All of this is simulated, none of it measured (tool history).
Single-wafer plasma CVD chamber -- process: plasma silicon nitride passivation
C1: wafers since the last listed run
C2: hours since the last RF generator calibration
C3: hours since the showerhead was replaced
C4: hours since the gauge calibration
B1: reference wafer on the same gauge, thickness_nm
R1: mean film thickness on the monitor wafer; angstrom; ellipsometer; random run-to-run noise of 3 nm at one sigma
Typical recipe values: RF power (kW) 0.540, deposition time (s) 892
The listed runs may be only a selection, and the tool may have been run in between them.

run 1 hour=0.0 | RF_power_(kW)=0.590 deposition_time_(s)=942 | C1=0 C2=2122.3 C3=7140.1 C4=993.4 | B1=1380.027 | R1=14910.16
run 2 hour=28.9 | RF_power_(kW)=0.540 deposition_time_(s)=892 | C1=63 C2=2151.2 C3=7169.0 C4=1022.3 | B1=1379.549 | R1=13641.22
run 3 hour=59.2 | RF_power_(kW)=0.520 deposition_time_(s)=892 | C1=66 C2=2181.5 C3=7199.3 C4=1052.6 | B1=1379.942 | R1=13419.61
run 4 hour=143.9 | RF_power_(kW)=0.540 deposition_time_(s)=892 | C1=184 C2=2266.2 C3=7284.0 C4=1137.3 | B1=1379.866 | R1=13619.15
run 5 hour=159.4 | RF_power_(kW)=0.540 deposition_time_(s)=892 | C1=33 C2=2281.7 C3=7299.5 C4=1152.8 | B1=1380.378 | R1=13650.97
run 6 hour=172.9 | RF_power_(kW)=0.540 deposition_time_(s)=892 | C1=29 C2=2295.2 C3=7313.0 C4=1166.3 | B1=1380.069 | R1=13628.21
run 7 hour=205.9 | RF_power_(kW)=0.540 deposition_time_(s)=892 | C1=71 C2=2328.2 C3=7346.0 C4=1199.3 | B1=1379.747 | R1=13614.09
run 8 hour=237.4 | RF_power_(kW)=0.540 deposition_time_(s)=892 | C1=68 C2=2359.7 C3=7377.5 C4=1230.8 | B1=1379.748 | R1=13614.35
run 9 hour=266.0 | RF_power_(kW)=0.480 deposition_time_(s)=892 | C1=62 C2=2388.3 C3=7406.1 C4=1259.4 | B1=1379.743 | R1=12974.20
run 10 hour=285.3 | RF_power_(kW)=0.480 deposition_time_(s)=892 | C1=42 C2=2407.6 C3=7425.4 C4=1278.7 | B1=1379.843 | R1=12953.50
-- hour=286.2 gauge calibrated
run 11 hour=310.9 | RF_power_(kW)=0.540 deposition_time_(s)=892 | C1=55 C2=2433.2 C3=7451.0 C4=24.7 | B1=1380.252 | R1=13620.34
run 12 hour=334.8 | RF_power_(kW)=0.540 deposition_time_(s)=892 | C1=52 C2=2457.1 C3=7474.9 C4=48.6 | B1=1379.504 | R1=13648.62
-- hour=346.7 RF generator calibrated
run 13 hour=370.2 | RF_power_(kW)=0.540 deposition_time_(s)=892 | C1=59 C2=23.5 C3=7510.3 C4=84.0 | B1=1379.979 | R1=14104.39
run 14 hour=405.2 | RF_power_(kW)=0.540 deposition_time_(s)=892 | C1=76 C2=58.5 C3=7545.3 C4=119.0 | B1=1379.770 | R1=14047.53
run 15 hour=421.7 | RF_power_(kW)=0.540 deposition_time_(s)=892 | C1=35 C2=75.0 C3=7561.8 C4=135.5 | B1=1379.850 | R1=14015.40
run 16 hour=434.7 | RF_power_(kW)=0.540 deposition_time_(s)=892 | C1=28 C2=88.0 C3=7574.8 C4=148.5 | B1=1380.179 | R1=14049.19
run 17 hour=455.4 | RF_power_(kW)=0.540 deposition_time_(s)=892 | C1=45 C2=108.7 C3=7595.5 C4=169.2 | B1=1380.256 | R1=14016.33
run 18 hour=475.6 | RF_power_(kW)=0.540 deposition_time_(s)=892 | C1=44 C2=128.9 C3=7615.7 C4=189.4 | B1=1379.822 | R1=14020.97
run 19 hour=507.7 | RF_power_(kW)=0.570 deposition_time_(s)=939 | C1=69 C2=161.0 C3=7647.8 C4=221.5 | B1=1379.818 | R1=15071.13
run 20 hour=532.4 | RF_power_(kW)=0.540 deposition_time_(s)=892 | C1=53 C2=185.7 C3=7672.5 C4=246.2 | B1=1379.954 | R1=14007.04
run 21 hour=553.2 | RF_power_(kW)=0.490 deposition_time_(s)=733 | C1=45 C2=206.5 C3=7693.3 C4=267.0 | B1=1380.032 | R1=11071.15
run 22 hour=574.7 | RF_power_(kW)=0.540 deposition_time_(s)=892 | C1=46 C2=228.0 C3=7714.8 C4=288.5 | B1=1379.933 | R1=13940.94
run 23 hour=591.8 | RF_power_(kW)=0.540 deposition_time_(s)=818 | C1=37 C2=245.1 C3=7731.9 C4=305.6 | B1=1380.593 | R1=12832.80
run 24 hour=617.0 | RF_power_(kW)=0.540 deposition_time_(s)=892 | C1=54 C2=270.3 C3=7757.1 C4=330.8 | B1=1379.615 | R1=13951.82
run 25 hour=652.3 | RF_power_(kW)=0.615 deposition_time_(s)=892 | C1=76 C2=305.6 C3=7792.4 C4=366.1 | B1=1380.082 | R1=14638.50
run 26 hour=669.6 | RF_power_(kW)=0.490 deposition_time_(s)=785 | C1=37 C2=322.9 C3=7809.7 C4=383.4 | B1=1380.030 | R1=11844.69
run 27 hour=695.7 | RF_power_(kW)=0.470 deposition_time_(s)=787 | C1=56 C2=349.0 C3=7835.8 C4=409.5 | B1=1380.058 | R1=11597.41
run 28 hour=715.4 | RF_power_(kW)=0.600 deposition_time_(s)=892 | C1=42 C2=368.7 C3=7855.5 C4=429.2 | B1=1379.960 | R1=14537.99
-- hour=755.9 showerhead replaced
run 29 hour=756.4 | RF_power_(kW)=0.445 deposition_time_(s)=1037 | C1=71 C2=409.7 C3=0.5 C4=470.2 | B1=1379.875 | R1=14992.32
run 30 hour=846.9 | RF_power_(kW)=0.605 deposition_time_(s)=892 | C1=197 C2=500.2 C3=91.0 C4=560.7 | B1=1379.937 | R1=14507.34
run 31 hour=861.1 | RF_power_(kW)=0.540 deposition_time_(s)=892 | C1=30 C2=514.4 C3=105.2 C4=574.9 | B1=1380.096 | R1=13846.42
run 32 hour=888.1 | RF_power_(kW)=0.540 deposition_time_(s)=892 | C1=58 C2=541.4 C3=132.2 C4=601.9 | B1=1379.735 | R1=13913.19
run 33 hour=914.1 | RF_power_(kW)=0.540 deposition_time_(s)=755 | C1=56 C2=567.4 C3=158.2 C4=627.9 | B1=1379.700 | R1=11741.53
run 34 hour=940.3 | RF_power_(kW)=0.620 deposition_time_(s)=892 | C1=57 C2=593.6 C3=184.4 C4=654.1 | B1=1380.190 | R1=14599.34
run 35 hour=959.6 | RF_power_(kW)=0.480 deposition_time_(s)=963 | C1=42 C2=612.9 C3=203.7 C4=673.4 | B1=1379.556 | R1=14276.29
run 36 hour=980.1 | RF_power_(kW)=0.610 deposition_time_(s)=1057 | C1=44 C2=633.4 C3=224.2 C4=693.9 | B1=1380.179 | R1=17204.97
run 37 hour=998.9 | RF_power_(kW)=0.455 deposition_time_(s)=979 | C1=40 C2=652.2 C3=243.0 C4=712.7 | B1=1379.880 | R1=14133.28
run 38 hour=1024.0 | RF_power_(kW)=0.575 deposition_time_(s)=892 | C1=54 C2=677.3 C3=268.1 C4=737.8 | B1=1380.178 | R1=14204.17
run 39 hour=1053.1 | RF_power_(kW)=0.635 deposition_time_(s)=767 | C1=63 C2=706.4 C3=297.2 C4=766.9 | B1=1379.835 | R1=12672.90
run 40 hour=1083.3 | RF_power_(kW)=0.540 deposition_time_(s)=892 | C1=65 C2=736.6 C3=327.4 C4=797.1 | B1=1379.894 | R1=13859.86
run 41 hour=1105.0 | RF_power_(kW)=0.540 deposition_time_(s)=837 | C1=47 C2=758.3 C3=349.1 C4=818.8 | B1=1379.791 | R1=12925.98
run 42 hour=1127.9 | RF_power_(kW)=0.495 deposition_time_(s)=962 | C1=49 C2=781.2 C3=372.0 C4=841.7 | B1=1379.828 | R1=14313.46
run 43 hour=1142.6 | RF_power_(kW)=0.610 deposition_time_(s)=992 | C1=32 C2=795.9 C3=386.7 C4=856.4 | B1=1380.389 | R1=16085.22

Hidden state or all else? Some run-to-run changes of R1, split into what the settings, what came in and random variation would give without the hidden state, and what is left for the hidden state (with any gauge scatter that isn't in both results):
Hidden state present: delivered RF power above the setpoint (%); gauge reads high (%).
Run 12 -> 13: RF generator calibrated. R1 +455.77 angstrom: hidden state +478.82, all else -23.05.
Run 20 -> 21: RF power (kW) 0.540 -> 0.490, deposition time (s) 892 -> 733. R1 -2935.89 angstrom: hidden state +15.68, all else -2951.57.
Run 27 -> 28: RF power (kW) 0.470 -> 0.600, deposition time (s) 787 -> 892. R1 +2940.58 angstrom: hidden state -47.19, all else +2987.77.
Run 33 -> 34: RF power (kW) 0.540 -> 0.620, deposition time (s) 755 -> 892. R1 +2857.81 angstrom: hidden state -62.08, all else +2919.89.
Run 35 -> 36: RF power (kW) 0.480 -> 0.610, deposition time (s) 963 -> 1057. R1 +2928.68 angstrom: hidden state -65.23, all else +2993.91.
Run 36 -> 37: RF power (kW) 0.610 -> 0.455, deposition time (s) 1057 -> 979. R1 -3071.69 angstrom: hidden state +56.72, all else -3128.41.

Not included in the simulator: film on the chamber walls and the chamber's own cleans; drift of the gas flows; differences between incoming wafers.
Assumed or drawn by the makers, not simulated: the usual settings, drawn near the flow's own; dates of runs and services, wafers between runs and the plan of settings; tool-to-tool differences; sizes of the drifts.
